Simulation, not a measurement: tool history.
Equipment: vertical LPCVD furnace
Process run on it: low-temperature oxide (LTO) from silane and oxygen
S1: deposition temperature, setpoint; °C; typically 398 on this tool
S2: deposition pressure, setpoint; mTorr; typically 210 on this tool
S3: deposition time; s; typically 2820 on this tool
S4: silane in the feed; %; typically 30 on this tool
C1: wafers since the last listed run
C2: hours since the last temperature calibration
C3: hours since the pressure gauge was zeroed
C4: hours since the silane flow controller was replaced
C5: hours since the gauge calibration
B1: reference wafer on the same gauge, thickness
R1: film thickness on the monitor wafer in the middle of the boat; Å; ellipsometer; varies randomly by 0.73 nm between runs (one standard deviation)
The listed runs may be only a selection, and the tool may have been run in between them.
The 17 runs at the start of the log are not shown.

run    hour   S1   S2    S3  S4    C1      C2      C3     C4      C5      B1      R1
 18   801.2  398  210  3300  30  1157  3001.0  2330.2   87.3   585.9  222.87  3262.1
      857.7  -- pressure gauge zeroed
 19   858.2  404  260  2820  30   690  3058.0     0.5  144.3   642.9  223.04  3724.0
 20   864.9  398  175  2820  32   140  3064.7     7.2  151.0   649.6  222.89  2563.7
 21   892.2  398  195  3360  30   571  3092.0    34.5  178.3   676.9  222.95  3090.8
 22   923.0  398  210  2820  27   644  3122.8    65.3  209.1   707.7  222.68  2392.0
 23   964.0  398  225  2370  34   858  3163.8   106.3  250.1   748.7  223.12  3003.9
     1048.9  -- thermocouples replaced and temperature profile calibrated
 24  1136.9  398  210  3720  30  3116    88.0   279.2  423.0   921.6  223.15  3546.7
 25  1195.5  398  175  3540  30  1226   146.6   337.8  481.6   980.2  222.96  2797.2
 26  1237.9  398  170  2820  26   887   189.0   380.2  524.0  1022.6  223.09  1764.9
 27  1289.2  398  210  2820  30  1073   240.3   431.5  575.3  1073.9  223.15  2697.6
 28  1333.3  398  210  2820  30   922   284.4   475.6  619.4  1118.0  222.76  2697.8
 29  1378.0  398  210  1920  35   935   329.1   520.3  664.1  1162.7  223.15  2280.5
 30  1441.2  398  210  2820  30  1322   392.3   583.5  727.3  1225.9  222.73  2688.7

Consider 5 possible next runs. They are alternatives, not a sequence: every one starts from the tool as it was left by run 30. What does each give?
  A  1445.6  398  210  3270  30  92  396.7  587.9  731.7  1230.3   ?   ?
  B  1445.6  404  165  2820  26  92  396.7  587.9  731.7  1230.3   ?   ?
  C  1445.6  393  210  2820  32  92  396.7  587.9  731.7  1230.3   ?   ?
  D  1445.6  403  175  3840  34  92  396.7  587.9  731.7  1230.3   ?   ?
  E  1445.6  410  250  2520  30  92  396.7  587.9  731.7  1230.3   ?   ?

run      B1      R1
  A  223.16  3123.8
  B  223.16  1834.2
  C  223.16  2785.7
  D  223.16  3866.3
  E  223.16  3297.9
With no hidden state in the tool, these same runs would have given:
run      R1
  A  3102.4
  B  1821.2
  C  2766.7
  D  3841.5
  E  3276.2

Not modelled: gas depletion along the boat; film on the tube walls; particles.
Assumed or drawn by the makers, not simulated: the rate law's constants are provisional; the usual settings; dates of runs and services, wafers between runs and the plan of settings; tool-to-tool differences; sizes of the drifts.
